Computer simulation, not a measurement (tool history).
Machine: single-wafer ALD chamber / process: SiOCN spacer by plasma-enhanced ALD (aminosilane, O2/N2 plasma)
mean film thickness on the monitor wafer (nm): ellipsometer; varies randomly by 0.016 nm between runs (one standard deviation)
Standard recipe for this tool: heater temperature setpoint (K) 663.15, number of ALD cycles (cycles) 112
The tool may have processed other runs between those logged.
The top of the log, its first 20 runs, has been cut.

run,hour,heater temperature setpoint (K),number of ALD cycles (cycles),"read-back reference wafer on the same gauge, thickness_nm",mean film thickness on the monitor wafer (nm)
21,975.5,649.15,130,5.501,7.393
22,1021.6,670.15,94,5.5,5.376
23,1049,663.15,119,5.507,6.789
24,1097,669.15,130,5.51,7.376
# hour 1141.5: thermocouple changed; heater temperature recalibrated
25,1152.5,663.15,131,5.499,7.485
26,1216.5,659.15,112,5.499,6.388
27,1285.5,669.15,96,5.502,5.47
28,1314.3,663.15,112,5.499,6.384
29,1375.9,668.15,127,5.51,7.259
30,1433.7,663.15,120,5.495,6.842
31,1501.3,650.15,102,5.501,5.819
32,1538.6,656.15,131,5.497,7.49
33,1591.1,663.15,96,5.502,5.488
34,1661.7,663.15,112,5.501,6.42

What if the next run were any one of these 4? Each begins from the tool's condition after run 34:
A,1662.3,663.15,112,?,?
B,1662.3,675.15,101,?,?
C,1662.3,678.15,131,?,?
D,1662.3,673.15,100,?,?

run,"read-back reference wafer on the same gauge, thickness_nm",mean film thickness on the monitor wafer (nm)
A,5.51,6.403
B,5.51,5.764
C,5.51,7.417
D,5.51,5.717
Had the tool no hidden state, the same runs would have come out as:
run,mean film thickness on the monitor wafer (nm)
A,6.403
B,5.764
C,7.417
D,5.717
